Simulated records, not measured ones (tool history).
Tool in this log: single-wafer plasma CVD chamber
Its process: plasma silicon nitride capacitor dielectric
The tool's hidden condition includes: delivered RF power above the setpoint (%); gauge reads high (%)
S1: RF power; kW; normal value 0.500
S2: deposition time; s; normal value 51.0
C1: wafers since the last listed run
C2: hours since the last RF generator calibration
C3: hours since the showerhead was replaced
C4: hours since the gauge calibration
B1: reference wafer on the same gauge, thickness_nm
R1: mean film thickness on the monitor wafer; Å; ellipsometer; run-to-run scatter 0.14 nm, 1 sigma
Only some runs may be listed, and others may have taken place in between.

run,hour,S1,S2,C1,C2,C3,C4,B1,R1
1,0.0,0.500,51.0,0,626.1,3106.1,683.6,64.132,674.23
2,56.7,0.500,51.0,1263,682.8,3162.8,740.3,64.099,670.77
3,121.0,0.460,56.6,1433,747.1,3227.1,804.6,64.091,722.41
4,251.0,0.500,51.0,2897,877.1,3357.1,934.6,64.126,667.77
5,287.9,0.500,51.0,822,914.0,3394.0,971.5,64.079,669.00
6,339.9,0.500,48.9,1159,966.0,3446.0,1023.5,64.063,640.60
7,397.8,0.500,48.9,1290,1023.9,3503.9,1081.4,64.073,641.07
# hour 407.8: RF generator calibrated
8,426.0,0.500,48.9,450,18.2,3532.1,1109.6,64.120,651.90
9,457.6,0.500,51.0,704,49.8,3563.7,1141.2,64.064,678.34
10,506.7,0.500,51.0,1094,98.9,3612.8,1190.3,64.097,677.23
11,543.3,0.500,51.0,815,135.5,3649.4,1226.9,64.103,678.37
# hour 555.5: gauge calibrated
12,588.5,0.500,51.0,1007,180.7,3694.6,33.0,64.113,677.93
13,639.5,0.500,51.0,1136,231.7,3745.6,84.0,64.123,676.06
14,691.1,0.500,51.0,1150,283.3,3797.2,135.6,64.130,674.85
# hour 729.4: showerhead replaced, of another model than before
15,729.9,0.500,51.0,686,322.1,0.5,174.4,64.131,676.42
16,756.0,0.470,51.0,581,348.2,26.6,200.5,64.106,667.57
17,780.1,0.435,51.0,537,372.3,50.7,224.6,64.099,658.41
18,848.7,0.420,47.2,1529,440.9,119.3,293.2,64.086,602.95
19,877.8,0.545,51.0,648,470.0,148.4,322.3,64.086,688.19
20,948.3,0.435,46.3,1571,540.5,218.9,392.8,64.068,598.98
21,972.6,0.420,40.8,541,564.8,243.2,417.1,64.088,521.23
22,1044.4,0.500,58.0,1600,636.6,315.0,488.9,64.100,766.15
23,1070.3,0.405,51.0,577,662.5,340.9,514.8,64.078,649.06
24,1115.5,0.500,55.4,1007,707.7,386.1,560.0,64.080,732.85
25,1151.0,0.500,51.0,791,743.2,421.6,595.5,64.091,672.81
26,1211.1,0.500,51.0,1339,803.3,481.7,655.6,64.142,671.14
27,1250.6,0.570,51.0,880,842.8,521.2,695.1,64.102,690.54
28,1298.3,0.500,51.0,1063,890.5,568.9,742.8,64.141,671.27

Alternative continuations, all from the tool just after run 28; predict every row:
A,1298.7,0.500,51.0,8,890.9,569.3,743.2,?,?
B,1298.7,0.450,57.4,8,890.9,569.3,743.2,?,?
C,1298.7,0.540,58.9,8,890.9,569.3,743.2,?,?

run,B1,R1
A,64.090,673.71
B,64.090,742.56
C,64.090,790.41
Stripped of hidden state, with their random variation kept, the same runs would have yielded:
run,R1
A,680.52
B,750.07
C,798.40

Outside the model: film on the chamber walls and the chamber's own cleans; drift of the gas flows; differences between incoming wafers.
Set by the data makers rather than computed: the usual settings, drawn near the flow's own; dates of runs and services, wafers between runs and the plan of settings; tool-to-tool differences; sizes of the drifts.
